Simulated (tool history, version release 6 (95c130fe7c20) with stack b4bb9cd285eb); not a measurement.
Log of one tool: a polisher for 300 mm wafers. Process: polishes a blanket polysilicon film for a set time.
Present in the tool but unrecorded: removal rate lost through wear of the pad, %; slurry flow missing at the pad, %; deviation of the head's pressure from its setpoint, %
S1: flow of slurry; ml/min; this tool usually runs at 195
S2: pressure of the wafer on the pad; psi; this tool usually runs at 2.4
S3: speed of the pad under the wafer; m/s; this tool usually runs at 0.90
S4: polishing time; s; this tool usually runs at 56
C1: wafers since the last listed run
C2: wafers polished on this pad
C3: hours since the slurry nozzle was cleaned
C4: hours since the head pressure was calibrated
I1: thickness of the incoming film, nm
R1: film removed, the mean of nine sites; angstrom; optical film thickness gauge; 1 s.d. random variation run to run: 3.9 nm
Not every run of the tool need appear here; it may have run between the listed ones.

| run | hour | S1 | S2 | S3 | S4 | C1 | C2 | C3 | C4 | I1 | R1 |
|---|---|---|---|---|---|---|---|---|---|---|---|
| 1 | 0.0 | 195 | 2.4 | 0.90 | 56 | 0 | 109 | 130.5 | 782.3 | 1025.9 | 3762 |
| 2 | 30.4 | 195 | 2.4 | 0.90 | 56 | 329 | 439 | 160.9 | 812.7 | 1034.1 | 3810 |
| 3 | 53.2 | 195 | 2.4 | 0.90 | 56 | 247 | 686 | 183.7 | 835.5 | 1009.8 | 3750 |
| 4 | 71.2 | 195 | 2.4 | 0.90 | 56 | 195 | 881 | 201.7 | 853.5 | 1037.7 | 3712 |
| 5 | 90.7 | 195 | 2.4 | 0.90 | 56 | 211 | 1093 | 221.2 | 873.0 | 1041.9 | 3651 |
| 6 | 104.9 | 195 | 2.4 | 0.90 | 56 | 153 | 1247 | 235.4 | 887.2 | 1023.7 | 3662 |
| 7 | 121.5 | 195 | 2.4 | 0.90 | 56 | 179 | 1426 | 252.0 | 903.8 | 1025.1 | 3646 |
| 8 | 139.4 | 195 | 2.4 | 0.90 | 56 | 194 | 1621 | 269.9 | 921.7 | 1025.3 | 3614 |
| 9 | 151.5 | 160 | 2.4 | 1.12 | 56 | 131 | 1752 | 282.0 | 933.8 | 1037.4 | 4110 |
| 10 | 167.2 | 160 | 2.4 | 1.12 | 56 | 170 | 1922 | 297.7 | 949.5 | 1031.5 | 4102 |
|  | 174.7 | worn pad replaced by a new one |
| 11 | 182.9 | 195 | 2.4 | 0.68 | 56 | 126 | 89 | 313.4 | 965.2 | 1022.1 | 2974 |
| 12 | 221.0 | 195 | 2.4 | 0.68 | 56 | 413 | 502 | 351.5 | 1003.3 | 1033.8 | 2900 |
| 13 | 268.9 | 195 | 2.4 | 0.68 | 56 | 519 | 1021 | 399.4 | 1051.2 | 1043.1 | 2866 |
| 14 | 301.9 | 195 | 2.0 | 0.90 | 56 | 357 | 1379 | 432.4 | 1084.2 | 1034.8 | 2842 |
| 15 | 319.7 | 195 | 2.0 | 0.90 | 56 | 192 | 1572 | 450.2 | 1102.0 | 1028.9 | 2793 |
|  | 330.3 | worn pad replaced by a new one |
| 16 | 355.0 | 195 | 2.4 | 0.90 | 56 | 339 | 267 | 485.5 | 1137.3 | 1038.3 | 3311 |
| 17 | 382.2 | 195 | 2.4 | 0.90 | 56 | 294 | 562 | 512.7 | 1164.5 | 1031.4 | 3256 |
| 18 | 397.5 | 215 | 1.7 | 0.68 | 56 | 165 | 728 | 528.0 | 1179.8 | 1033.8 | 1980 |
|  | 408.4 | slurry nozzle cleaned |
| 19 | 427.5 | 225 | 1.9 | 0.78 | 62 | 314 | 1042 | 19.1 | 1209.8 | 1041.0 | 3007 |
| 20 | 440.8 | 195 | 2.4 | 0.90 | 56 | 144 | 1186 | 32.4 | 1223.1 | 1029.2 | 3716 |
|  | 458.7 | head pressure recalibrated |
| 21 | 459.2 | 160 | 2.9 | 0.90 | 56 | 177 | 1364 | 50.8 | 0.5 | 1027.6 | 4762 |
|  | 501.1 | worn pad replaced by a new one |
| 22 | 517.2 | 195 | 3.1 | 0.90 | 67 | 585 | 175 | 108.8 | 58.5 | 1035.1 | 6165 |
| 23 | 551.7 | 215 | 1.7 | 1.04 | 40 | 374 | 549 | 143.3 | 93.0 | 1039.5 | 2284 |
| 24 | 581.9 | 195 | 2.4 | 0.90 | 41 | 327 | 876 | 173.5 | 123.2 | 1021.7 | 2866 |
| 25 | 656.3 | 195 | 1.8 | 1.22 | 56 | 806 | 1683 | 247.9 | 197.6 | 1018.2 | 3635 |
| 26 | 679.0 | 175 | 3.0 | 1.04 | 48 | 246 | 1929 | 270.6 | 220.3 | 1047.9 | 4393 |
|  | 686.4 | worn pad replaced by a new one |
| 27 | 698.0 | 175 | 2.1 | 0.68 | 56 | 162 | 125 | 289.6 | 239.3 | 1018.4 | 2688 |
| 28 | 721.5 | 195 | 2.4 | 1.04 | 56 | 254 | 380 | 313.1 | 262.8 | 1046.6 | 4202 |
| 29 | 755.6 | 195 | 2.1 | 0.90 | 56 | 369 | 749 | 347.2 | 296.9 | 1042.2 | 3277 |
| 30 | 770.3 | 195 | 2.4 | 0.90 | 56 | 159 | 909 | 361.9 | 311.6 | 1023.9 | 3765 |
| 31 | 788.4 | 195 | 2.4 | 0.90 | 49 | 196 | 1105 | 380.0 | 329.7 | 1023.8 | 3205 |
| 32 | 810.0 | 230 | 2.9 | 0.90 | 56 | 234 | 1339 | 401.6 | 351.3 | 1045.8 | 4556 |
|  | 824.2 | slurry nozzle cleaned |
| 33 | 831.8 | 195 | 2.4 | 0.90 | 56 | 225 | 1565 | 7.6 | 373.1 | 1030.0 | 3987 |
|  | 853.7 | worn pad replaced by a new one |
| 34 | 856.0 | 195 | 1.7 | 0.90 | 56 | 218 | 24 | 31.8 | 397.3 | 1036.4 | 2818 |

5 options for the next run, each taken on its own from the tool as it stands now. Forecast them:
| A | 856.4 | 195 | 2.4 | 0.90 | 56 | 4 | 29 | 32.2 | 397.7 | 1037.5 | ? |
| B | 856.4 | 160 | 2.7 | 0.90 | 56 | 4 | 29 | 32.2 | 397.7 | 1037.5 | ? |
| C | 856.4 | 255 | 2.4 | 0.90 | 56 | 4 | 29 | 32.2 | 397.7 | 1037.5 | ? |
| D | 856.4 | 250 | 2.4 | 0.90 | 56 | 4 | 29 | 32.2 | 397.7 | 1037.5 | ? |
| E | 856.4 | 195 | 2.4 | 0.66 | 56 | 4 | 29 | 32.2 | 397.7 | 1037.5 | ? |

| run | R1 |
|---|---|
| A | 3947 |
| B | 4285 |
| C | 4097 |
| D | 4087 |
| E | 3200 |
With the hidden condition removed and each run's random variation left untouched, the same runs would have given:
| run | R1 |
|---|---|
| A | 4039 |
| B | 4396 |
| C | 4181 |
| D | 4172 |
| E | 3275 |
